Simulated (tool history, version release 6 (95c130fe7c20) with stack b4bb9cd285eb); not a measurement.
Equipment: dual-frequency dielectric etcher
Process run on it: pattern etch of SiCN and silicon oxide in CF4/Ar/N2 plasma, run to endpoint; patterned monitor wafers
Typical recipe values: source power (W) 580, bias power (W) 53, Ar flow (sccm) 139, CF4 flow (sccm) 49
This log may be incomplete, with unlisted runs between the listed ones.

run,hour,source power (W),bias power (W),Ar flow (sccm),CF4 flow (sccm),"incoming incoming film thickness, nm",endpoint time (s)
1,0,580,53,139,49,13.95,16.2
2,94.1,580,53,139,49,13.93,16.1
3,184.5,580,63,139,41,13.86,16.2
# hour 269.1: upper electrode replaced
4,269.6,580,63,139,41,13.93,16.3
# hour 278.1: Ar flow controller replaced
5,324.4,580,47,127,49,13.96,16.4
# hour 340: bias power generator calibrated
# hour 381.1: wet clean of the chamber, repeated, since the last time left the tool worse
6,408,580,47,127,49,14.04,15.1
7,492.9,580,47,127,49,13.98,15.2
8,538.5,670,53,139,49,14.07,14.1
9,615.7,580,53,139,49,13.94,15.4
10,698.1,470,45,139,49,13.92,17.8
11,780.8,580,62,139,49,14.03,15.1
12,855.8,580,53,156,58,14.11,15.6
# hour 922.3: CF4 flow controller replaced
# hour 945.3: wet clean of the chamber
13,945.8,580,66,139,49,14.01,14.5
# hour 976.9: source power generator calibrated
14,978.5,580,53,139,49,13.98,15.2
15,1016.4,670,57,139,60,13.89,13.1
16,1088.3,580,53,139,45,13.8,15.4
17,1182.7,460,57,139,49,13.98,17.2
18,1236.5,580,63,139,38,14.03,16
19,1283.8,450,53,139,39,13.8,18.6
20,1361.6,580,53,172,56,14.15,16.2
# hour 1447.4: wet clean of the chamber
21,1447.9,580,47,139,49,13.99,15.5
22,1500.6,580,62,139,49,13.98,14.6
23,1596.5,530,53,171,49,13.91,17

What the log doesn't show, run by run:
source power that arrives over what is set, %: 0, the same for each run
bias power that arrives over what is set, %: 0, the same for each run
Ar flow that arrives over what is set, %: 0, the same for each run
CF4 flow that arrives over what is set, %: 0, the same for each run
H1: etch rate over this chamber's usual, %
run,H1
1,-5.27
2,-5.68
3,-6.08
4,-6.45
5,-6.69
6,0.117
7,-0.252
8,-0.45
9,-0.786
10,-1.14
11,-1.5
12,-1.83
13,0.0463
14,-0.0959
15,-0.261
16,-0.574
17,-0.984
18,-1.22
19,-1.42
20,-1.76
21,0.214
22,-0.0157
23,-0.433
